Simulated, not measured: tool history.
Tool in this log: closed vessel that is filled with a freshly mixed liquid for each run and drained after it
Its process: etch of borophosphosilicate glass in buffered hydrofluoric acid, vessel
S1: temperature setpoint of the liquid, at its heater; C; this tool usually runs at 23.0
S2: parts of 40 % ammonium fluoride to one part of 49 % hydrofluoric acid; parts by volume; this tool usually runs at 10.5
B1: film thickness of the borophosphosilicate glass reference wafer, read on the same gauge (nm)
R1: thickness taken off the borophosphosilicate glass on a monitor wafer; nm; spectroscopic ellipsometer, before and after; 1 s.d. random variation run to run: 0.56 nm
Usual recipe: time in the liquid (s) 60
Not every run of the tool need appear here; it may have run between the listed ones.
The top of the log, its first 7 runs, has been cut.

Run 8, day 50.012: usual settings; B1 100.03. Result: R1 68.45 nm.
At day 52.262: hydrofluoric acid flow meter replaced.
At day 52.650: thermometer replaced.
Run 9, day 52.838: usual settings; B1 100.03. Result: R1 66.78 nm.
Run 10, day 57.058: usual settings; B1 99.99. Result: R1 67.35 nm.
Run 11, day 61.471: usual settings but S1 24.0 C, S2 7.5 parts by volume; B1 100.00. Result: R1 97.51 nm.
Run 12, day 65.146: usual settings but S1 21.5 C; B1 100.02. Result: R1 62.36 nm.
Run 13, day 67.458: usual settings but S1 20.5 C, time in the liquid (s) 70; B1 100.05. Result: R1 69.20 nm.
Run 14, day 71.238: usual settings but S1 19.5 C, S2 9.5 parts by volume, time in the liquid (s) 30; B1 100.02. Result: R1 29.81 nm.
At day 71.971: gauge calibrated.
Run 15, day 73.617: usual settings; B1 100.00. Result: R1 68.02 nm.
Run 16, day 77.292: usual settings but S1 21.5 C, S2 14.0 parts by volume; B1 100.01. Result: R1 46.48 nm.
Run 17, day 79.838: usual settings; B1 100.03. Result: R1 67.04 nm.
Run 18, day 82.425: usual settings but S1 25.0 C, S2 9.0 parts by volume, time in the liquid (s) 85; B1 99.98. Result: R1 121.10 nm.
Run 19, day 84.371: usual settings; B1 100.00. Result: R1 67.89 nm.
Run 20, day 87.767: usual settings but S1 26.0 C; B1 100.01. Result: R1 80.89 nm.
Run 21, day 91.004: usual settings but S1 27.0 C, S2 7.5 parts by volume, time in the liquid (s) 80; B1 100.01. Result: R1 154.82 nm.
Run 22, day 93.700: usual settings but S2 13.5 parts by volume, time in the liquid (s) 40; B1 99.97. Result: R1 35.58 nm.
Run 23, day 96.688: usual settings but S1 26.5 C, S2 9.0 parts by volume; B1 100.06. Result: R1 93.21 nm.
Run 24, day 98.204: usual settings but S2 6.5 parts by volume, time in the liquid (s) 45; B1 100.03. Result: R1 80.26 nm.
Run 25, day 103.262: usual settings; B1 100.03. Result: R1 68.33 nm.
Run 26, day 105.917: usual settings; B1 100.02. Result: R1 68.37 nm.
Run 27, day 108.246: usual settings but S1 19.5 C; B1 100.00. Result: R1 56.35 nm.
Run 28, day 111.988: usual settings but S2 7.5 parts by volume, time in the liquid (s) 85; B1 100.02. Result: R1 133.16 nm.
Run 29, day 114.267: usual settings but S1 26.0 C, S2 12.5 parts by volume; B1 99.99. Result: R1 68.83 nm.
Run 30, day 117.692: usual settings but S1 20.5 C, S2 13.5 parts by volume; B1 99.99. Result: R1 47.17 nm.

Consider 5 possible next runs. They are alternatives, not a sequence: every one starts from the tool as it was left by run 30. What does each give?
Run A, day 117.721: usual settings; B1 ?. Result: R1 ?.
Run B, day 117.721: usual settings but S2 14.0 parts by volume, time in the liquid (s) 35; B1 ?. Result: R1 ?.
Run C, day 117.721: usual settings but S1 25.0 C, S2 14.0 parts by volume, time in the liquid (s) 85; B1 ?. Result: R1 ?.
Run D, day 117.721: usual settings but S1 21.0 C, S2 13.5 parts by volume, time in the liquid (s) 75; B1 ?. Result: R1 ?.
Run E, day 117.721: usual settings but S1 27.0 C, S2 8.0 parts by volume, time in the liquid (s) 80; B1 ?. Result: R1 ?.

run      B1      R1
  A  100.04   69.62
  B  100.04   30.68
  C  100.04   83.04
  D  100.04   61.07
  E  100.04  148.14
Without the tool's unlogged condition, the same runs would have read:
run      R1
  A   67.89
  B   29.84
  C   80.74
  D   59.41
  E  143.12
